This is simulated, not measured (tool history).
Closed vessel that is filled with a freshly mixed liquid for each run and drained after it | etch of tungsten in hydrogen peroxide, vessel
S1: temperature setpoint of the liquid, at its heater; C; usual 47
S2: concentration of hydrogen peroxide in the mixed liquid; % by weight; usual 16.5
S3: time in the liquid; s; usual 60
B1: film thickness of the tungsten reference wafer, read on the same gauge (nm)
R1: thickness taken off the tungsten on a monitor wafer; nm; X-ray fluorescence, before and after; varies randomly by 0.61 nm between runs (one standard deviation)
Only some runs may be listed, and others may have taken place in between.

run,hour,S1,S2,S3,B1,R1
1,0,47,16.5,60,150.03,91.4
2,98.1,47,16.5,60,150.02,89.58
3,180,47,17.5,60,150.01,92.65
4,225.8,47,17.5,60,149.99,92.19
5,268.8,47,17.5,60,150.01,92.72
6,333.5,47,16.5,60,150.03,90.16
7,393.1,47,16.5,60,149.99,89.63
# hour 420.6: peroxide flow meter replaced
# hour 446.9: new drum of peroxide connected
8,455.7,47,16.5,60,149.99,94.08
# hour 521.7: thermometer replaced
9,554.3,47,16.5,60,149.99,94.15
10,661.6,47,16.5,60,150.01,93.62
11,721.5,47,16.5,60,149.98,93.92
12,768.1,47,16.5,80,149.98,123.16
13,857,55,20.5,85,149.99,238.52
14,932.8,47,19.5,50,149.98,83.89
# hour 948.1: gauge calibrated
15,1017.3,47,16.5,40,149.97,61.81
16,1096.7,47,16.5,60,150,91.86
17,1180,47,20,80,150.01,135.11
18,1243.4,47,16.5,60,150,92.53
# hour 1258.6: new drum of peroxide connected
19,1310.5,47,13,60,149.96,81.57
20,1370.2,47,16.5,60,150.01,92.43
21,1448.5,47,12,60,150.02,78.64
22,1505.8,47,16.5,60,149.98,91.77
23,1602,47,18,60,150,94.97
24,1663.5,44,16.5,50,149.98,62.54
25,1768.4,47,16.5,60,150,91.48
26,1832.4,41.5,12,80,150.02,72.86
27,1889.6,47,18,45,150,71.6
28,1927.5,47,19,80,149.98,129.39
29,2013,40,14,60,150,53.17

Forecast each of these 5 alternatives for the next run:
A,2013.7,47,16.5,60,?,?
B,2013.7,53.5,16.5,85,?,?
C,2013.7,54.5,19,60,?,?
D,2013.7,47,19.5,90,?,?
E,2013.7,47,16.5,35,?,?

run,B1,R1
A,150.01,90.88
B,150.01,191.44
C,150.01,153.92
D,150.01,148.2
E,150.01,53.01
The same runs, with their run-to-run variation unchanged, on a tool lacking any hidden condition would have given:
run,R1
A,94.31
B,198.65
C,159.72
D,153.78
E,55.01
